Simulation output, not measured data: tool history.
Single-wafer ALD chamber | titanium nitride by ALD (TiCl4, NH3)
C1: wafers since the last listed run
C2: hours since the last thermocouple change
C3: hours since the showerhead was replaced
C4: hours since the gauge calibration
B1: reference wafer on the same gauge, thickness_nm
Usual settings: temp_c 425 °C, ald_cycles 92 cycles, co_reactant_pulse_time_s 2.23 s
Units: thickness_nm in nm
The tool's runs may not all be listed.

{"run": 1, "hour": 0.0, "temp_c": 425, "ald_cycles": 92, "co_reactant_pulse_time_s": 2.23, "C1": 0, "C2": 1922.9, "C3": 3873.9, "C4": 16.1, "B1": 2.149, "thickness_nm": 2.051}
{"run": 2, "hour": 20.4, "temp_c": 425, "ald_cycles": 99, "co_reactant_pulse_time_s": 2.23, "C1": 63, "C2": 1943.3, "C3": 3894.3, "C4": 36.5, "B1": 2.149, "thickness_nm": 2.197}
{"run": 3, "hour": 48.4, "temp_c": 425, "ald_cycles": 102, "co_reactant_pulse_time_s": 1.88, "C1": 87, "C2": 1971.3, "C3": 3922.3, "C4": 64.5, "B1": 2.151, "thickness_nm": 2.269}
{"run": 4, "hour": 63.1, "temp_c": 425, "ald_cycles": 92, "co_reactant_pulse_time_s": 2.23, "C1": 45, "C2": 1986.0, "C3": 3937.0, "C4": 79.2, "B1": 2.151, "thickness_nm": 2.052}
{"run": 5, "hour": 78.1, "temp_c": 425, "ald_cycles": 92, "co_reactant_pulse_time_s": 2.23, "C1": 46, "C2": 2001.0, "C3": 3952.0, "C4": 94.2, "B1": 2.148, "thickness_nm": 2.05}
{"hour": 113.8, "done": "showerhead replaced"}
{"run": 6, "hour": 114.3, "temp_c": 425, "ald_cycles": 92, "co_reactant_pulse_time_s": 2.23, "C1": 88, "C2": 2037.2, "C3": 0.5, "C4": 130.4, "B1": 2.149, "thickness_nm": 2.045}
{"run": 7, "hour": 127.4, "temp_c": 425, "ald_cycles": 92, "co_reactant_pulse_time_s": 2.65, "C1": 40, "C2": 2050.3, "C3": 13.6, "C4": 143.5, "B1": 2.151, "thickness_nm": 2.051}
{"run": 8, "hour": 161.8, "temp_c": 419, "ald_cycles": 76, "co_reactant_pulse_time_s": 2.23, "C1": 107, "C2": 2084.7, "C3": 48.0, "C4": 177.9, "B1": 2.15, "thickness_nm": 1.695}
{"run": 9, "hour": 176.9, "temp_c": 425, "ald_cycles": 92, "co_reactant_pulse_time_s": 1.72, "C1": 47, "C2": 2099.8, "C3": 63.1, "C4": 193.0, "B1": 2.148, "thickness_nm": 2.046}
{"hour": 177.2, "done": "gauge calibrated"}
{"run": 10, "hour": 201.5, "temp_c": 425, "ald_cycles": 92, "co_reactant_pulse_time_s": 2.23, "C1": 76, "C2": 2124.4, "C3": 87.7, "C4": 24.3, "B1": 2.147, "thickness_nm": 2.041}
{"hour": 219.6, "done": "thermocouple changed; heater temperature recalibrated"}
{"run": 11, "hour": 220.1, "temp_c": 425, "ald_cycles": 92, "co_reactant_pulse_time_s": 2.23, "C1": 33, "C2": 0.5, "C3": 106.3, "C4": 42.9, "B1": 2.151, "thickness_nm": 2.05}
{"run": 12, "hour": 229.0, "temp_c": 435, "ald_cycles": 86, "co_reactant_pulse_time_s": 2.51, "C1": 27, "C2": 9.4, "C3": 115.2, "C4": 51.8, "B1": 2.15, "thickness_nm": 1.92}
{"run": 13, "hour": 249.5, "temp_c": 425, "ald_cycles": 83, "co_reactant_pulse_time_s": 1.93, "C1": 64, "C2": 29.9, "C3": 135.7, "C4": 72.3, "B1": 2.15, "thickness_nm": 1.845}
{"run": 14, "hour": 279.5, "temp_c": 412, "ald_cycles": 99, "co_reactant_pulse_time_s": 1.61, "C1": 93, "C2": 59.9, "C3": 165.7, "C4": 102.3, "B1": 2.151, "thickness_nm": 2.186}

Forecast each of these 4 alternatives for the next run:
{"run": "A", "hour": 280.1, "temp_c": 425, "ald_cycles": 92, "co_reactant_pulse_time_s": 2.23, "C1": 1, "C2": 60.5, "C3": 166.3, "C4": 102.9, "B1": "?", "thickness_nm": "?"}
{"run": "B", "hour": 280.1, "temp_c": 439, "ald_cycles": 99, "co_reactant_pulse_time_s": 2.23, "C1": 1, "C2": 60.5, "C3": 166.3, "C4": 102.9, "B1": "?", "thickness_nm": "?"}
{"run": "C", "hour": 280.1, "temp_c": 430, "ald_cycles": 108, "co_reactant_pulse_time_s": 2.23, "C1": 1, "C2": 60.5, "C3": 166.3, "C4": 102.9, "B1": "?", "thickness_nm": "?"}
{"run": "D", "hour": 280.1, "temp_c": 434, "ald_cycles": 92, "co_reactant_pulse_time_s": 2.98, "C1": 1, "C2": 60.5, "C3": 166.3, "C4": 102.9, "B1": "?", "thickness_nm": "?"}

run=A B1=2.150 thickness_nm=2.047
run=B B1=2.150 thickness_nm=2.202
run=C B1=2.150 thickness_nm=2.403
run=D B1=2.150 thickness_nm=2.056
Without the tool's hidden state the same runs would have given:
run=A thickness_nm=2.047
run=B thickness_nm=2.202
run=C thickness_nm=2.403
run=D thickness_nm=2.056
